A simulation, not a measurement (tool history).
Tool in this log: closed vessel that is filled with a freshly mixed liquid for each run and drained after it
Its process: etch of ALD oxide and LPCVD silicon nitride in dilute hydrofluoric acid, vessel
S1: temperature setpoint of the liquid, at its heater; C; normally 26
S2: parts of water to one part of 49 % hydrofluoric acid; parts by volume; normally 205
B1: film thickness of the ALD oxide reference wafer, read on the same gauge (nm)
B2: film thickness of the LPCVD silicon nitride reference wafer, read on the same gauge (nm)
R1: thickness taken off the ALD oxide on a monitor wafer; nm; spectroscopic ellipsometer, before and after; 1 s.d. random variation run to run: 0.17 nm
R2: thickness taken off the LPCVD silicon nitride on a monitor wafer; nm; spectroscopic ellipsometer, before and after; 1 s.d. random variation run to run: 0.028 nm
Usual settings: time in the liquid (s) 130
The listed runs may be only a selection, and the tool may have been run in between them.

{"run": 1, "hour": 0.0, "S1": 26, "S2": 265, "time in the liquid (s)": 130, "B1": 59.99, "B2": 89.996, "R1": 16.25, "R2": 0.215}
{"run": 2, "hour": 13.4, "S1": 26, "S2": 205, "time in the liquid (s)": 130, "B1": 59.99, "B2": 90.013, "R1": 22.18, "R2": 0.332}
{"run": 3, "hour": 29.4, "S1": 26, "S2": 205, "time in the liquid (s)": 130, "B1": 60, "B2": 89.987, "R1": 22.42, "R2": 0.299}
{"run": 4, "hour": 56.7, "S1": 26, "S2": 205, "time in the liquid (s)": 130, "B1": 60.01, "B2": 89.997, "R1": 22.12, "R2": 0.341}
{"run": 5, "hour": 92.2, "S1": 26, "S2": 135, "time in the liquid (s)": 95, "B1": 60.02, "B2": 89.997, "R1": 26.97, "R2": 0.39}
{"run": 6, "hour": 118.9, "S1": 26, "S2": 230, "time in the liquid (s)": 195, "B1": 59.98, "B2": 90.015, "R1": 29.06, "R2": 0.472}
{"run": 7, "hour": 148.3, "S1": 26, "S2": 205, "time in the liquid (s)": 130, "B1": 59.99, "B2": 89.993, "R1": 22.51, "R2": 0.33}
{"run": 8, "hour": 164.3, "S1": 26, "S2": 205, "time in the liquid (s)": 130, "B1": 60, "B2": 89.992, "R1": 22.23, "R2": 0.304}
{"run": 9, "hour": 180.2, "S1": 26, "S2": 125, "time in the liquid (s)": 95, "B1": 60.01, "B2": 89.985, "R1": 29.22, "R2": 0.412}
{"run": 10, "hour": 197.0, "S1": 24, "S2": 150, "time in the liquid (s)": 130, "B1": 59.99, "B2": 89.995, "R1": 30.33, "R2": 0.429}
{"run": 11, "hour": 225.1, "S1": 24.5, "S2": 260, "time in the liquid (s)": 130, "B1": 60, "B2": 89.993, "R1": 15.95, "R2": 0.265}
{"run": 12, "hour": 237.7, "S1": 30.5, "S2": 205, "time in the liquid (s)": 130, "B1": 60.02, "B2": 90.001, "R1": 26.87, "R2": 0.453}
{"hour": 244.7, "done": "hydrofluoric acid flow meter replaced"}
{"run": 13, "hour": 255.3, "S1": 26, "S2": 205, "time in the liquid (s)": 110, "B1": 60, "B2": 90.006, "R1": 20.18, "R2": 0.329}
{"run": 14, "hour": 277.9, "S1": 26, "S2": 300, "time in the liquid (s)": 95, "B1": 59.98, "B2": 90.012, "R1": 10.92, "R2": 0.157}
{"run": 15, "hour": 302.6, "S1": 26, "S2": 205, "time in the liquid (s)": 130, "B1": 59.98, "B2": 90.006, "R1": 23.91, "R2": 0.301}
{"run": 16, "hour": 318.2, "S1": 21.5, "S2": 110, "time in the liquid (s)": 195, "B1": 59.97, "B2": 89.989, "R1": 61.27, "R2": 0.733}
{"run": 17, "hour": 346.3, "S1": 24, "S2": 140, "time in the liquid (s)": 130, "B1": 59.99, "B2": 89.987, "R1": 34.8, "R2": 0.467}
{"run": 18, "hour": 371.8, "S1": 23, "S2": 205, "time in the liquid (s)": 130, "B1": 59.99, "B2": 90.017, "R1": 21.41, "R2": 0.336}
{"hour": 385.0, "done": "gauge calibrated"}
{"run": 19, "hour": 394.4, "S1": 26, "S2": 205, "time in the liquid (s)": 130, "B1": 60.02, "B2": 90.007, "R1": 23.93, "R2": 0.391}
{"run": 20, "hour": 412.5, "S1": 26, "S2": 205, "time in the liquid (s)": 130, "B1": 60, "B2": 89.991, "R1": 24.34, "R2": 0.382}
{"hour": 447.0, "done": "hydrofluoric acid flow meter replaced, repeated, since the last time left the tool worse"}
{"run": 21, "hour": 447.5, "S1": 23.5, "S2": 145, "time in the liquid (s)": 195, "B1": 59.99, "B2": 89.98, "R1": 43.15, "R2": 0.568}
{"run": 22, "hour": 482.0, "S1": 23.5, "S2": 275, "time in the liquid (s)": 60, "B1": 59.99, "B2": 89.985, "R1": 6.13, "R2": 0.086}

Predict the results of run 23:
{"run": 23, "hour": 500.2, "S1": 26, "S2": 205, "time in the liquid (s)": 130, "B1": "?", "B2": "?", "R1": "?", "R2": "?"}

B1: 60
B2: 89.991
R1: 20.71 nm
R2: 0.297 nm
Minus the tool's unlogged condition, the same run would have read R1 20.03 nm, R2 0.289 nm.
